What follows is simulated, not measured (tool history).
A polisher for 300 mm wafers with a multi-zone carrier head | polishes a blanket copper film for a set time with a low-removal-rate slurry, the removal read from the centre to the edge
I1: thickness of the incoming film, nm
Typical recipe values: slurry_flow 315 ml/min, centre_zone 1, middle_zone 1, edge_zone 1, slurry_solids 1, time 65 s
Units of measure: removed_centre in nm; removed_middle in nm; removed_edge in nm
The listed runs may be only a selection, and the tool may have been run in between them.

run 1 hour=0 | slurry_flow=315 centre_zone=1 middle_zone=0.95 edge_zone=1 slurry_solids=1 time=65 | I1=883.8 | removed_centre=325.9 removed_middle=325 removed_edge=334.8
-- hour=4.5 worn pad replaced by a new one
run 2 hour=20.8 | slurry_flow=315 centre_zone=1 middle_zone=1 edge_zone=1 slurry_solids=1 time=65 | I1=900.1 | removed_centre=333.8 removed_middle=335.2 removed_edge=333.8
run 3 hour=50.9 | slurry_flow=315 centre_zone=1 middle_zone=1 edge_zone=1 slurry_solids=1 time=65 | I1=876.6 | removed_centre=333.7 removed_middle=330.4 removed_edge=338.1
-- hour=56.9 slurry nozzle cleaned
run 4 hour=63 | slurry_flow=315 centre_zone=1 middle_zone=1 edge_zone=1 slurry_solids=1 time=65 | I1=886.8 | removed_centre=331.4 removed_middle=336.2 removed_edge=341.2
run 5 hour=79.9 | slurry_flow=315 centre_zone=1 middle_zone=1 edge_zone=1 slurry_solids=1 time=65 | I1=883.9 | removed_centre=332.1 removed_middle=330.6 removed_edge=338
run 6 hour=98.8 | slurry_flow=225 centre_zone=1 middle_zone=0.89 edge_zone=1.11 slurry_solids=1 time=65 | I1=891.4 | removed_centre=324.3 removed_middle=300.7 removed_edge=352.6
run 7 hour=123.9 | slurry_flow=315 centre_zone=1 middle_zone=1 edge_zone=1 slurry_solids=1 time=65 | I1=876.6 | removed_centre=334.4 removed_middle=338.3 removed_edge=344.4
run 8 hour=158.6 | slurry_flow=225 centre_zone=1 middle_zone=0.89 edge_zone=1.11 slurry_solids=1 time=65 | I1=895.9 | removed_centre=321 removed_middle=302.8 removed_edge=348.2
-- hour=172.6 worn pad replaced by a new one
run 9 hour=182.7 | slurry_flow=315 centre_zone=1 middle_zone=1 edge_zone=1.08 slurry_solids=1.1 time=65 | I1=892.9 | removed_centre=333.3 removed_middle=345.2 removed_edge=361.1
run 10 hour=198.2 | slurry_flow=410 centre_zone=0.93 middle_zone=1.07 edge_zone=1 slurry_solids=1 time=65 | I1=892.8 | removed_centre=308.2 removed_middle=363.3 removed_edge=344.5
run 11 hour=234 | slurry_flow=315 centre_zone=1 middle_zone=1 edge_zone=1 slurry_solids=1 time=65 | I1=886.9 | removed_centre=323.6 removed_middle=345.5 removed_edge=337.9
run 12 hour=246.1 | slurry_flow=420 centre_zone=1 middle_zone=1 edge_zone=1 slurry_solids=1 time=65 | I1=901 | removed_centre=328.5 removed_middle=341.3 removed_edge=337.3
run 13 hour=264.1 | slurry_flow=315 centre_zone=0.89 middle_zone=1.11 edge_zone=1 slurry_solids=1 time=65 | I1=896 | removed_centre=289.5 removed_middle=359.3 removed_edge=339
-- hour=276.2 carrier head's membrane replaced by a new one
-- hour=352.4 worn pad replaced by a new one
run 14 hour=353.6 | slurry_flow=315 centre_zone=1 middle_zone=1.04 edge_zone=1 slurry_solids=1 time=50 | I1=896.9 | removed_centre=245.9 removed_middle=266.1 removed_edge=261.7
run 15 hour=366.2 | slurry_flow=315 centre_zone=1 middle_zone=1 edge_zone=0.97 slurry_solids=1 time=65 | I1=903.1 | removed_centre=316.2 removed_middle=335.6 removed_edge=338.2
run 16 hour=405.5 | slurry_flow=315 centre_zone=1 middle_zone=1 edge_zone=1 slurry_solids=1 time=65 | I1=906.3 | removed_centre=304.5 removed_middle=330.5 removed_edge=329.6
-- hour=479.1 slurry nozzle cleaned
-- hour=497.4 centre zone pressure recalibrated
run 17 hour=504.2 | slurry_flow=390 centre_zone=1 middle_zone=0.91 edge_zone=1 slurry_solids=1.25 time=65 | I1=892.4 | removed_centre=357.7 removed_middle=341.7 removed_edge=361.8
-- hour=516.5 worn pad replaced by a new one
run 18 hour=535.8 | slurry_flow=265 centre_zone=1 middle_zone=1 edge_zone=1 slurry_solids=1.2 time=65 | I1=890.4 | removed_centre=346.6 removed_middle=351.3 removed_edge=347.7
run 19 hour=564 | slurry_flow=315 centre_zone=1 middle_zone=1 edge_zone=1 slurry_solids=1 time=65 | I1=897.9 | removed_centre=327.3 removed_middle=330.4 removed_edge=336.1
run 20 hour=590.9 | slurry_flow=315 centre_zone=1 middle_zone=1.07 edge_zone=1 slurry_solids=1.25 time=65 | I1=880.2 | removed_centre=345.5 removed_middle=373.9 removed_edge=352

Consider 5 possible next runs. They are alternatives, not a sequence: every one starts from the tool as it was left by run 20. What does each give?
run A hour=591.3 | slurry_flow=315 centre_zone=1 middle_zone=1 edge_zone=1 slurry_solids=1 time=65 | I1=905.6 | removed_centre=? removed_middle=? removed_edge=?
run B hour=591.3 | slurry_flow=255 centre_zone=0.95 middle_zone=1.07 edge_zone=1 slurry_solids=1 time=65 | I1=905.6 | removed_centre=? removed_middle=? removed_edge=?
run C hour=591.3 | slurry_flow=315 centre_zone=1.03 middle_zone=0.89 edge_zone=1 slurry_solids=1 time=65 | I1=905.6 | removed_centre=? removed_middle=? removed_edge=?
run D hour=591.3 | slurry_flow=315 centre_zone=1.03 middle_zone=1 edge_zone=0.93 slurry_solids=0.85 time=65 | I1=905.6 | removed_centre=? removed_middle=? removed_edge=?
run E hour=591.3 | slurry_flow=315 centre_zone=1 middle_zone=0.93 edge_zone=1 slurry_solids=1 time=65 | I1=905.6 | removed_centre=? removed_middle=? removed_edge=?

run=A removed_centre=329.1 removed_middle=334.2 removed_edge=338
run=B removed_centre=308.4 removed_middle=345.7 removed_edge=334.6
run=C removed_centre=338.8 removed_middle=309.5 removed_edge=338.4
run=D removed_centre=325 removed_middle=320.4 removed_edge=313.1
run=E removed_centre=329 removed_middle=318.5 removed_edge=338.3
With the hidden condition removed and each run's random variation left untouched, the same runs would have given:
run=A removed_centre=335.2 removed_middle=334.2 removed_edge=338
run=B removed_centre=314.2 removed_middle=345.6 removed_edge=334.6
run=C removed_centre=345.2 removed_middle=309.5 removed_edge=338.4
run=D removed_centre=331.1 removed_middle=320.3 removed_edge=313.1
run=E removed_centre=335.1 removed_middle=318.5 removed_edge=338.3
